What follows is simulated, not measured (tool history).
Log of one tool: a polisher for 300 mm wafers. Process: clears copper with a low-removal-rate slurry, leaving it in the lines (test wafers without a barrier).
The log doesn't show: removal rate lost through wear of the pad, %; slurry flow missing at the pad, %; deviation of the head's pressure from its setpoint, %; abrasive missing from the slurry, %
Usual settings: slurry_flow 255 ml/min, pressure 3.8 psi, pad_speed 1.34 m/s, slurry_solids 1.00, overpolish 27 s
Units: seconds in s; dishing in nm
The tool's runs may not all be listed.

run	day	slurry_flow	pressure	pad_speed	slurry_solids	overpolish	wafers since the last listed run	wafers polished on this pad	hours since the slurry nozzle was cleaned	hours since the head pressure was calibrated	hours since the slurry blender was calibrated	incoming thickness of the incoming film, nm	seconds	dishing
1	0.000	255	3.8	1.34	1.00	27	0	1099	193.4	448.2	61.0	406.8	66.6	79.3
# day 1.512: slurry nozzle cleaned
# day 1.579: worn pad replaced by a new one
2	1.600	255	3.8	1.10	1.00	27	365	4	2.1	486.6	99.4	408.8	75.1	74.7
3	2.583	255	3.8	1.34	1.00	27	241	245	25.7	510.2	123.0	411.6	70.0	80.1
4	5.217	255	3.8	1.58	1.00	27	645	891	88.9	573.4	186.2	397.7	59.4	84.9
# day 5.838: slurry blender recalibrated
5	7.117	255	3.8	1.58	1.00	27	445	1336	134.5	619.0	30.7	413.8	61.3	84.9
# day 8.604: worn pad replaced by a new one
6	8.625	230	3.8	1.24	1.00	27	328	4	170.7	655.2	66.9	404.9	72.4	77.6
7	10.121	255	3.8	1.34	1.00	27	366	371	206.6	691.1	102.8	407.6	69.5	79.0
# day 11.079: slurry nozzle cleaned
8	11.992	210	3.8	1.34	1.00	27	448	820	21.9	736.0	147.7	405.9	71.3	79.3
9	13.121	210	3.8	1.34	1.00	27	276	1097	49.0	763.1	174.8	407.6	73.5	78.3
# day 13.938: slurry blender recalibrated
# day 15.400: worn pad replaced by a new one
10	15.421	210	3.8	1.34	1.00	27	502	5	104.2	818.3	35.6	403.4	69.7	76.2
11	16.362	230	3.8	1.24	1.00	27	230	236	126.8	840.9	58.2	402.6	73.9	75.8
12	18.029	255	3.8	1.60	0.70	27	408	644	166.8	880.9	98.2	401.2	68.6	78.7
13	19.988	310	3.8	1.34	0.80	37	480	1125	213.8	927.9	145.2	402.2	70.7	90.4
# day 20.758: slurry nozzle cleaned
# day 21.204: slurry blender recalibrated
14	21.475	310	3.8	1.56	1.00	27	334	1459	17.2	963.6	6.5	403.3	63.3	82.4
# day 22.258: worn pad replaced by a new one
# day 22.862: head pressure recalibrated
15	22.921	320	4.8	1.34	1.00	27	293	142	51.9	1.4	41.2	411.2	53.3	92.8
16	25.738	335	4.5	1.20	1.15	27	690	832	119.5	69.0	108.8	402.3	59.1	89.0
17	26.788	255	3.8	1.06	0.90	27	257	1090	144.7	94.2	134.0	397.9	76.4	72.8
# day 27.767: worn pad replaced by a new one
# day 28.212: slurry blender recalibrated
18	28.896	195	3.8	1.34	1.20	27	455	256	195.3	144.8	16.4	412.1	69.5	80.5
# day 29.971: slurry nozzle cleaned
19	30.254	255	3.8	1.34	1.00	27	322	579	6.8	177.4	49.0	408.7	68.6	79.9
20	31.358	320	2.7	1.50	1.00	27	270	850	33.3	203.9	75.5	413.3	80.9	70.3

Forecast each of these 5 alternatives for the next run:
A	31.375	255	3.8	1.34	1.00	27	4	854	33.7	204.3	75.9	405.8	?	?
B	31.375	255	3.8	1.58	1.00	41	4	854	33.7	204.3	75.9	405.8	?	?
C	31.375	255	3.8	0.92	1.00	27	4	854	33.7	204.3	75.9	405.8	?	?
D	31.375	255	5.1	1.02	0.90	27	4	854	33.7	204.3	75.9	405.8	?	?
E	31.375	255	2.8	0.92	1.00	27	4	854	33.7	204.3	75.9	405.8	?	?

run	seconds	dishing
A	66.7	79.0
B	60.1	103.1
C	82.6	68.9
D	63.8	83.7
E	102.9	57.7
Without the tool's hidden state the same runs would have given:
run	seconds	dishing
A	65.7	79.9
B	59.2	104.1
C	81.4	69.8
D	62.8	84.7
E	101.4	58.5
